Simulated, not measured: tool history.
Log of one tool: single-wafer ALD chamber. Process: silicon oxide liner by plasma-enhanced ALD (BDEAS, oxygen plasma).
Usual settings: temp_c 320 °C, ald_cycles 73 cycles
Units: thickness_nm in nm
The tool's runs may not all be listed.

run	hour	temp_c	ald_cycles	read-back reference wafer on the same gauge, thickness_nm	thickness_nm
1	0.0	320	73	8.482	7.420
2	92.1	320	73	8.483	7.445
3	111.9	320	73	8.478	7.484
4	139.0	320	73	8.481	7.455
5	174.2	320	73	8.481	7.470
6	191.9	320	73	8.478	7.471
7	216.0	320	73	8.486	7.444
8	240.6	320	73	8.480	7.469
9	260.9	320	73	8.476	7.486
10	282.5	320	73	8.477	7.458
11	317.7	320	73	8.482	7.448
12	342.9	320	73	8.473	7.433
13	371.3	330	73	8.484	7.375
14	395.4	320	73	8.482	7.443
15	420.7	320	73	8.478	7.488
16	440.5	320	73	8.483	7.503
17	474.5	331	73	8.478	7.366
18	505.4	331	73	8.480	7.386
19	531.3	320	73	8.477	7.484
20	553.5	305	77	8.479	7.990
21	566.6	320	64	8.478	6.527
22	589.6	309	80	8.479	8.299
23	616.4	320	73	8.481	7.442
24	649.9	320	85	8.482	8.703
25	673.7	320	65	8.477	6.643
26	709.6	320	73	8.482	7.436
27	745.3	328	87	8.483	8.769
28	766.6	333	65	8.482	6.531
29	791.3	314	85	8.484	8.693
30	819.3	308	82	8.484	8.497
31	841.6	330	69	8.484	6.957
32	860.7	320	73	8.478	7.458
33	875.3	320	73	8.485	7.470
34	908.7	331	85	8.479	8.575
35	929.7	332	78	8.485	7.801
36	972.0	320	73	8.481	7.435

Taken out of this log: 2 entries between the listed runs. Where each belongs, and how the hidden state differs across it:
Between runs 14 and 15: gauge calibrated (hour 406.4)
  no hidden state differs between the two runs
Between runs 27 and 28: thermocouple changed; heater temperature recalibrated (hour 766.1)
  no hidden state differs between the two runs
